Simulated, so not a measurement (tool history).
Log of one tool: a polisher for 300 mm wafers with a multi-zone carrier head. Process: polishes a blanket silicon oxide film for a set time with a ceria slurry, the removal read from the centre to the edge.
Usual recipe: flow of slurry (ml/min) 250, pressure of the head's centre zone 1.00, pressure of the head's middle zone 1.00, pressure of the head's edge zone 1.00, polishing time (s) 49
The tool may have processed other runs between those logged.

| run | hour | flow of slurry (ml/min) | pressure of the head's centre zone | pressure of the head's middle zone | pressure of the head's edge zone | polishing time (s) | wafers since the last listed run | wafers polished on this pad | hours since the slurry nozzle was cleaned | hours since the centre zone pressure was calibrated | hours since the edge zone pressure was calibrated | hours since the carrier head's membrane was replaced | incoming thickness of the incoming film, nm | film removed at the wafer's centre (nm) | film removed at mid-radius (nm) | film removed at the wafer's edge (nm) |
|---|---|---|---|---|---|---|---|---|---|---|---|---|---|---|---|---|
| 1 | 0.0 | 180 | 1.00 | 0.90 | 1.00 | 49 | 0 | 663 | 493.0 | 299.3 | 115.7 | 577.6 | 1547.3 | 362.6 | 326.3 | 356.8 |
|  | 59.4 | slurry nozzle cleaned |
| 2 | 64.3 | 250 | 1.00 | 1.00 | 1.00 | 49 | 978 | 1642 | 4.9 | 363.6 | 180.0 | 641.9 | 1548.3 | 381.8 | 360.9 | 365.1 |
|  | 77.8 | carrier head's membrane replaced by a new one |
| 3 | 95.6 | 175 | 1.00 | 0.96 | 1.00 | 49 | 406 | 2049 | 36.2 | 394.9 | 211.3 | 17.8 | 1548.5 | 371.8 | 344.5 | 354.7 |
| 4 | 165.0 | 250 | 1.00 | 1.00 | 1.00 | 49 | 1073 | 3122 | 105.6 | 464.3 | 280.7 | 87.2 | 1586.0 | 382.9 | 365.4 | 367.8 |
| 5 | 201.7 | 250 | 1.00 | 1.00 | 0.90 | 49 | 567 | 3690 | 142.3 | 501.0 | 317.4 | 123.9 | 1586.2 | 397.5 | 366.1 | 357.0 |
| 6 | 256.9 | 250 | 1.00 | 1.00 | 1.00 | 49 | 853 | 4543 | 197.5 | 556.2 | 372.6 | 179.1 | 1577.7 | 392.9 | 361.1 | 363.1 |
| 7 | 305.4 | 250 | 1.00 | 1.00 | 1.00 | 49 | 749 | 5293 | 246.0 | 604.7 | 421.1 | 227.6 | 1571.6 | 387.9 | 368.6 | 370.7 |
| 8 | 347.5 | 180 | 1.00 | 1.00 | 1.08 | 65 | 651 | 5944 | 288.1 | 646.8 | 463.2 | 269.7 | 1559.1 | 507.5 | 472.4 | 484.6 |
| 9 | 407.5 | 185 | 1.00 | 1.06 | 1.07 | 49 | 927 | 6872 | 348.1 | 706.8 | 523.2 | 329.7 | 1544.5 | 383.4 | 372.7 | 370.0 |
|  | 428.0 | edge zone pressure recalibrated |
|  | 429.5 | worn pad replaced by a new one |
| 10 | 469.7 | 250 | 1.00 | 1.00 | 1.00 | 49 | 908 | 622 | 410.3 | 769.0 | 41.7 | 391.9 | 1599.2 | 389.6 | 361.5 | 372.6 |
| 11 | 496.7 | 250 | 1.00 | 1.00 | 1.00 | 39 | 417 | 1039 | 437.3 | 796.0 | 68.7 | 418.9 | 1574.8 | 312.6 | 288.6 | 292.2 |
|  | 503.4 | centre zone pressure recalibrated |
| 12 | 521.1 | 190 | 1.00 | 1.00 | 0.96 | 49 | 346 | 1386 | 461.7 | 17.7 | 93.1 | 443.3 | 1574.6 | 351.5 | 355.0 | 353.9 |
| 13 | 595.9 | 250 | 1.00 | 1.00 | 1.03 | 49 | 1156 | 2542 | 536.5 | 92.5 | 167.9 | 518.1 | 1588.6 | 370.1 | 360.1 | 367.3 |
|  | 607.0 | slurry nozzle cleaned |
| 14 | 653.0 | 250 | 0.93 | 1.00 | 1.00 | 54 | 867 | 3410 | 46.0 | 149.6 | 225.0 | 575.2 | 1582.1 | 382.2 | 404.2 | 400.8 |
|  | 731.5 | carrier head's membrane replaced by a new one |
| 15 | 760.8 | 250 | 0.89 | 1.00 | 1.00 | 64 | 1589 | 4999 | 153.8 | 257.4 | 332.8 | 29.3 | 1554.9 | 448.7 | 473.5 | 476.8 |
| 16 | 810.7 | 215 | 1.00 | 1.00 | 1.04 | 49 | 771 | 5771 | 203.7 | 307.3 | 382.7 | 79.2 | 1574.8 | 379.0 | 361.5 | 367.5 |
| 17 | 840.7 | 250 | 0.95 | 1.00 | 1.05 | 49 | 463 | 6235 | 233.7 | 337.3 | 412.7 | 109.2 | 1566.5 | 362.9 | 362.2 | 373.1 |
|  | 848.0 | worn pad replaced by a new one |
| 18 | 903.7 | 250 | 1.00 | 1.00 | 1.00 | 49 | 912 | 861 | 296.7 | 400.3 | 475.7 | 172.2 | 1574.6 | 381.0 | 360.7 | 363.3 |
| 19 | 971.7 | 170 | 0.90 | 0.92 | 1.00 | 49 | 1051 | 1913 | 364.7 | 468.3 | 543.7 | 240.2 | 1575.4 | 328.7 | 331.7 | 363.9 |
| 20 | 1007.3 | 250 | 1.00 | 1.00 | 1.00 | 49 | 550 | 2463 | 400.3 | 503.9 | 579.3 | 275.8 | 1577.7 | 386.4 | 366.9 | 367.4 |
|  | 1029.6 | edge zone pressure recalibrated |
| 21 | 1110.7 | 250 | 1.00 | 1.03 | 1.00 | 43 | 1567 | 4031 | 503.7 | 607.3 | 81.1 | 379.2 | 1570.9 | 347.6 | 332.3 | 322.1 |
| 22 | 1150.2 | 250 | 1.00 | 1.00 | 0.89 | 49 | 610 | 4642 | 543.2 | 646.8 | 120.6 | 418.7 | 1598.6 | 388.0 | 365.6 | 352.6 |

What if the next run were any one of these 4? Each begins from the tool's condition after run 22:
| A | 1150.6 | 250 | 1.00 | 1.00 | 1.00 | 49 | 6 | 4648 | 543.6 | 647.2 | 121.0 | 419.1 | 1572.8 | ? | ? | ? |
| B | 1150.6 | 250 | 1.00 | 1.00 | 0.93 | 49 | 6 | 4648 | 543.6 | 647.2 | 121.0 | 419.1 | 1572.8 | ? | ? | ? |
| C | 1150.6 | 250 | 0.88 | 1.00 | 1.10 | 42 | 6 | 4648 | 543.6 | 647.2 | 121.0 | 419.1 | 1572.8 | ? | ? | ? |
| D | 1150.6 | 250 | 0.94 | 0.88 | 1.00 | 49 | 6 | 4648 | 543.6 | 647.2 | 121.0 | 419.1 | 1572.8 | ? | ? | ? |

| run | film removed at the wafer's centre (nm) | film removed at mid-radius (nm) | film removed at the wafer's edge (nm) |
|---|---|---|---|
| A | 386.2 | 361.1 | 367.7 |
| B | 386.2 | 361.2 | 358.9 |
| C | 294.1 | 309.7 | 326.0 |
| D | 364.4 | 324.7 | 368.3 |
The same runs, with their run-to-run variation unchanged, on a tool lacking any hidden condition would have given:
| run | film removed at the wafer's centre (nm) | film removed at mid-radius (nm) | film removed at the wafer's edge (nm) |
|---|---|---|---|
| A | 360.6 | 361.3 | 367.8 |
| B | 360.6 | 361.3 | 358.9 |
| C | 274.4 | 309.8 | 326.0 |
| D | 340.1 | 324.8 | 368.3 |
